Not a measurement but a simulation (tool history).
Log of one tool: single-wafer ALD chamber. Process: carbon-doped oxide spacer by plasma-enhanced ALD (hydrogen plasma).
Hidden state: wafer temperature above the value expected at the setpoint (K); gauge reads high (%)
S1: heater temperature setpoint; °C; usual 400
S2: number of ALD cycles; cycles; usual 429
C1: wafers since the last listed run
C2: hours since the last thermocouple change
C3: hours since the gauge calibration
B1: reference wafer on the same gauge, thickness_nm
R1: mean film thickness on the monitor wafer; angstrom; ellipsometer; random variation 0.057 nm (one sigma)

run 1 hour=0 | S1=407 S2=429 | C1=0 C2=1699.8 C3=6.9 | B1=18.591 | R1=223.96
run 2 hour=13.7 | S1=407 S2=429 | C1=12 C2=1713.5 C3=20.6 | B1=18.595 | R1=222.99
run 3 hour=30 | S1=407 S2=429 | C1=14 C2=1729.8 C3=36.9 | B1=18.591 | R1=223.59
run 4 hour=49.5 | S1=400 S2=447 | C1=17 C2=1749.3 C3=56.4 | B1=18.589 | R1=236.15
run 5 hour=72.2 | S1=400 S2=447 | C1=20 C2=1772 C3=79.1 | B1=18.597 | R1=235.73
run 6 hour=93.1 | S1=400 S2=447 | C1=18 C2=1792.9 C3=100 | B1=18.575 | R1=236.65
run 7 hour=112.2 | S1=406 S2=429 | C1=16 C2=1812 C3=119.1 | B1=18.58 | R1=222.57
run 8 hour=132.3 | S1=406 S2=429 | C1=17 C2=1832.1 C3=139.2 | B1=18.575 | R1=223.27
run 9 hour=163.2 | S1=406 S2=429 | C1=27 C2=1863 C3=170.1 | B1=18.562 | R1=223.06
run 10 hour=175.3 | S1=400 S2=429 | C1=10 C2=1875.1 C3=182.2 | B1=18.564 | R1=226.19
run 11 hour=190.8 | S1=400 S2=429 | C1=13 C2=1890.6 C3=197.7 | B1=18.553 | R1=227.52
run 12 hour=219.9 | S1=400 S2=429 | C1=25 C2=1919.7 C3=226.8 | B1=18.538 | R1=226.72
run 13 hour=246.4 | S1=400 S2=429 | C1=23 C2=1946.2 C3=253.3 | B1=18.539 | R1=227.27
run 14 hour=281.5 | S1=400 S2=429 | C1=30 C2=1981.3 C3=288.4 | B1=18.515 | R1=225.53
run 15 hour=317.1 | S1=400 S2=429 | C1=31 C2=2016.9 C3=324 | B1=18.479 | R1=225.2
run 16 hour=343.9 | S1=400 S2=429 | C1=23 C2=2043.7 C3=350.8 | B1=18.465 | R1=225.21
run 17 hour=375 | S1=400 S2=429 | C1=27 C2=2074.8 C3=381.9 | B1=18.447 | R1=225.5
-- hour=405.7 gauge calibrated
-- hour=411.3 thermocouple changed; heater temperature recalibrated
run 18 hour=411.8 | S1=400 S2=497 | C1=25 C2=0.5 C3=6.1 | B1=18.575 | R1=263.32
run 19 hour=426.4 | S1=386 S2=392 | C1=12 C2=15.1 C3=20.7 | B1=18.58 | R1=207.75
run 20 hour=450.3 | S1=400 S2=429 | C1=21 C2=39 C3=44.6 | B1=18.586 | R1=226.83
run 21 hour=468.9 | S1=409 S2=510 | C1=16 C2=57.6 C3=63.2 | B1=18.575 | R1=263.39
run 22 hour=499.9 | S1=400 S2=452 | C1=27 C2=88.6 C3=94.2 | B1=18.567 | R1=238.91
run 23 hour=532.7 | S1=387 S2=356 | C1=28 C2=121.4 C3=127 | B1=18.566 | R1=187.83
run 24 hour=551.4 | S1=404 S2=397 | C1=16 C2=140.1 C3=145.7 | B1=18.555 | R1=207.73
run 25 hour=644.2 | S1=400 S2=429 | C1=81 C2=232.9 C3=238.5 | B1=18.52 | R1=226.72
run 26 hour=658.6 | S1=400 S2=429 | C1=12 C2=247.3 C3=252.9 | B1=18.512 | R1=226.16
run 27 hour=680.8 | S1=409 S2=376 | C1=19 C2=269.5 C3=275.1 | B1=18.494 | R1=193.15
run 28 hour=704.6 | S1=400 S2=429 | C1=21 C2=293.3 C3=298.9 | B1=18.486 | R1=225
run 29 hour=775 | S1=400 S2=429 | C1=62 C2=363.7 C3=369.3 | B1=18.442 | R1=223.7
run 30 hour=797 | S1=400 S2=452 | C1=19 C2=385.7 C3=391.3 | B1=18.413 | R1=236.65
run 31 hour=831.1 | S1=396 S2=480 | C1=30 C2=419.8 C3=425.4 | B1=18.381 | R1=251.86
run 32 hour=860 | S1=394 S2=360 | C1=25 C2=448.7 C3=454.3 | B1=18.367 | R1=188.39
run 33 hour=883.8 | S1=395 S2=487 | C1=21 C2=472.5 C3=478.1 | B1=18.335 | R1=254.02
run 34 hour=909.3 | S1=400 S2=429 | C1=22 C2=498 C3=503.6 | B1=18.316 | R1=223.24

Forecast each of these 3 alternatives for the next run:
run A hour=910.4 | S1=400 S2=429 | C1=0 C2=499.1 C3=504.7 | B1=? | R1=?
run B hour=910.4 | S1=414 S2=368 | C1=0 C2=499.1 C3=504.7 | B1=? | R1=?
run C hour=910.4 | S1=413 S2=476 | C1=0 C2=499.1 C3=504.7 | B1=? | R1=?

run=A B1=18.317 R1=222.46
run=B B1=18.317 R1=183.61
run=C B1=18.317 R1=238.17
Without the tool's hidden state the same runs would have given:
run=A R1=225.96
run=B R1=186.51
run=C R1=241.92

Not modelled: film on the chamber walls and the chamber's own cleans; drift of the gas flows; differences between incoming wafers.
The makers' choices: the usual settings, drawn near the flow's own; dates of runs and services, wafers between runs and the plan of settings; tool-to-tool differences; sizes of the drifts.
